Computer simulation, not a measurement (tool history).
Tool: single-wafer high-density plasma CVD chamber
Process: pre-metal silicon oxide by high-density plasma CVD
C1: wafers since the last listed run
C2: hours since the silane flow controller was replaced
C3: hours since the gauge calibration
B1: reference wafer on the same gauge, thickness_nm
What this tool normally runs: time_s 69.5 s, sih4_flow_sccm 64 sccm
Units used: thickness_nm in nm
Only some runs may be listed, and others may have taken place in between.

run 1 hour=0.0 | time_s=69.5 sih4_flow_sccm=61 | C1=0 C2=2305.0 C3=749.4 | B1=431.835 | thickness_nm=460.581
run 2 hour=51.4 | time_s=69.5 sih4_flow_sccm=61 | C1=770 C2=2356.4 C3=800.8 | B1=432.138 | thickness_nm=459.065
run 3 hour=94.8 | time_s=69.5 sih4_flow_sccm=61 | C1=650 C2=2399.8 C3=844.2 | B1=431.893 | thickness_nm=456.087
run 4 hour=125.9 | time_s=69.5 sih4_flow_sccm=64 | C1=466 C2=2430.9 C3=875.3 | B1=431.962 | thickness_nm=483.504
run 5 hour=187.1 | time_s=69.5 sih4_flow_sccm=64 | C1=917 C2=2492.1 C3=936.5 | B1=432.124 | thickness_nm=483.233
run 6 hour=263.5 | time_s=69.5 sih4_flow_sccm=64 | C1=1144 C2=2568.5 C3=1012.9 | B1=432.056 | thickness_nm=483.447
run 7 hour=333.1 | time_s=69.5 sih4_flow_sccm=64 | C1=1042 C2=2638.1 C3=1082.5 | B1=431.953 | thickness_nm=480.204
run 8 hour=386.6 | time_s=69.5 sih4_flow_sccm=64 | C1=801 C2=2691.6 C3=1136.0 | B1=432.207 | thickness_nm=483.636
run 9 hour=425.5 | time_s=69.5 sih4_flow_sccm=64 | C1=582 C2=2730.5 C3=1174.9 | B1=431.986 | thickness_nm=481.441
run 10 hour=482.3 | time_s=69.5 sih4_flow_sccm=64 | C1=851 C2=2787.3 C3=1231.7 | B1=431.975 | thickness_nm=482.790
run 11 hour=516.5 | time_s=77.2 sih4_flow_sccm=58 | C1=512 C2=2821.5 C3=1265.9 | B1=432.005 | thickness_nm=488.465
run 12 hour=561.5 | time_s=77.2 sih4_flow_sccm=58 | C1=674 C2=2866.5 C3=1310.9 | B1=432.187 | thickness_nm=486.830
-- hour=704.0 gauge calibrated
run 13 hour=740.3 | time_s=77.2 sih4_flow_sccm=58 | C1=2679 C2=3045.3 C3=36.3 | B1=432.172 | thickness_nm=486.848
run 14 hour=774.9 | time_s=65.7 sih4_flow_sccm=59 | C1=518 C2=3079.9 C3=70.9 | B1=431.947 | thickness_nm=421.008
run 15 hour=828.1 | time_s=58.3 sih4_flow_sccm=59 | C1=797 C2=3133.1 C3=124.1 | B1=432.214 | thickness_nm=373.457
run 16 hour=897.8 | time_s=69.5 sih4_flow_sccm=64 | C1=1044 C2=3202.8 C3=193.8 | B1=432.020 | thickness_nm=483.118
run 17 hour=942.9 | time_s=69.5 sih4_flow_sccm=64 | C1=675 C2=3247.9 C3=238.9 | B1=431.924 | thickness_nm=483.921
run 18 hour=984.5 | time_s=69.5 sih4_flow_sccm=64 | C1=623 C2=3289.5 C3=280.5 | B1=431.864 | thickness_nm=484.361
run 19 hour=1036.7 | time_s=75.3 sih4_flow_sccm=71 | C1=782 C2=3341.7 C3=332.7 | B1=431.761 | thickness_nm=582.095

Expected results for the next run?
run 20 hour=1102.7 | time_s=59.2 sih4_flow_sccm=57 | C1=988 C2=3407.7 C3=398.7 | B1=? | thickness_nm=?

{"run 20": {"B1": 431.813, "thickness_nm": 367.372}}
If the tool had no hidden condition, the same run with the same run-to-run variation would have returned thickness_nm 344.673 nm.
